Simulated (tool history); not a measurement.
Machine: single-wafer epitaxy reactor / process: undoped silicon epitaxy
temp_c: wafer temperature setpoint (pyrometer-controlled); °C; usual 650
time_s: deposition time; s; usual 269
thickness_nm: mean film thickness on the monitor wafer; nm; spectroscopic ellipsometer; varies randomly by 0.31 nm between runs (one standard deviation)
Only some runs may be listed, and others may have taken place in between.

| run | hour | temp_c | time_s | read-back reference wafer on the same gauge, thickness_nm | thickness_nm |
|---|---|---|---|---|---|
| 1 | 0 | 650 | 269 | 47.466 | 51.044 |
| 2 | 93.2 | 650 | 289 | 47.419 | 54.716 |
| 3 | 172.9 | 650 | 289 | 47.366 | 54.501 |
| 4 | 264.5 | 650 | 289 | 47.438 | 54.672 |
| 5 | 337.5 | 639 | 238 | 47.467 | 36.626 |
| 6 | 416.2 | 639 | 238 | 47.392 | 36.237 |
| 7 | 503 | 641 | 269 | 47.417 | 42.533 |
| 8 | 550.7 | 641 | 269 | 47.403 | 42.282 |
| 9 | 690.8 | 650 | 269 | 47.432 | 50.638 |
| 10 | 751.5 | 650 | 269 | 47.39 | 50.63 |
| 11 | 822.5 | 650 | 269 | 47.385 | 50.994 |
| 12 | 862.3 | 650 | 269 | 47.391 | 51.245 |
|  | 935.8 | gauge calibrated |
|  | 941.3 | pyrometer calibrated |
| 13 | 944.2 | 650 | 269 | 47.437 | 51.51 |
| 14 | 1024.9 | 650 | 269 | 47.383 | 51.034 |
| 15 | 1062.8 | 650 | 252 | 47.454 | 48.191 |
| 16 | 1127.6 | 650 | 269 | 47.428 | 50.998 |
| 17 | 1214.3 | 654 | 269 | 47.4 | 54.295 |
| 18 | 1283.3 | 650 | 269 | 47.423 | 51.092 |
| 19 | 1339.6 | 637 | 269 | 47.44 | 38.978 |
| 20 | 1396.3 | 644 | 293 | 47.364 | 49.478 |
| 21 | 1466.7 | 643 | 218 | 47.381 | 36.147 |
| 22 | 1513.4 | 650 | 252 | 47.493 | 47.538 |
| 23 | 1604.9 | 637 | 269 | 47.399 | 39.117 |
| 24 | 1699.4 | 639 | 294 | 47.407 | 44.496 |
| 25 | 1736.7 | 646 | 269 | 47.365 | 47.017 |
| 26 | 1824.5 | 658 | 225 | 47.373 | 49.873 |
| 27 | 1884.2 | 650 | 269 | 47.431 | 51.185 |
| 28 | 1954.6 | 638 | 269 | 47.439 | 40.11 |
| 29 | 2021.3 | 635 | 284 | 47.323 | 39.818 |
| 30 | 2096.8 | 646 | 248 | 47.42 | 43.382 |
| 31 | 2197.9 | 663 | 269 | 47.416 | 64.989 |
| 32 | 2252.2 | 661 | 311 | 47.376 | 72.802 |

Run-by-run hidden state of the tool:
wafer temperature above the value expected at the setpoint (K): 0 at every run
gauge reads high (%): 0 at every run
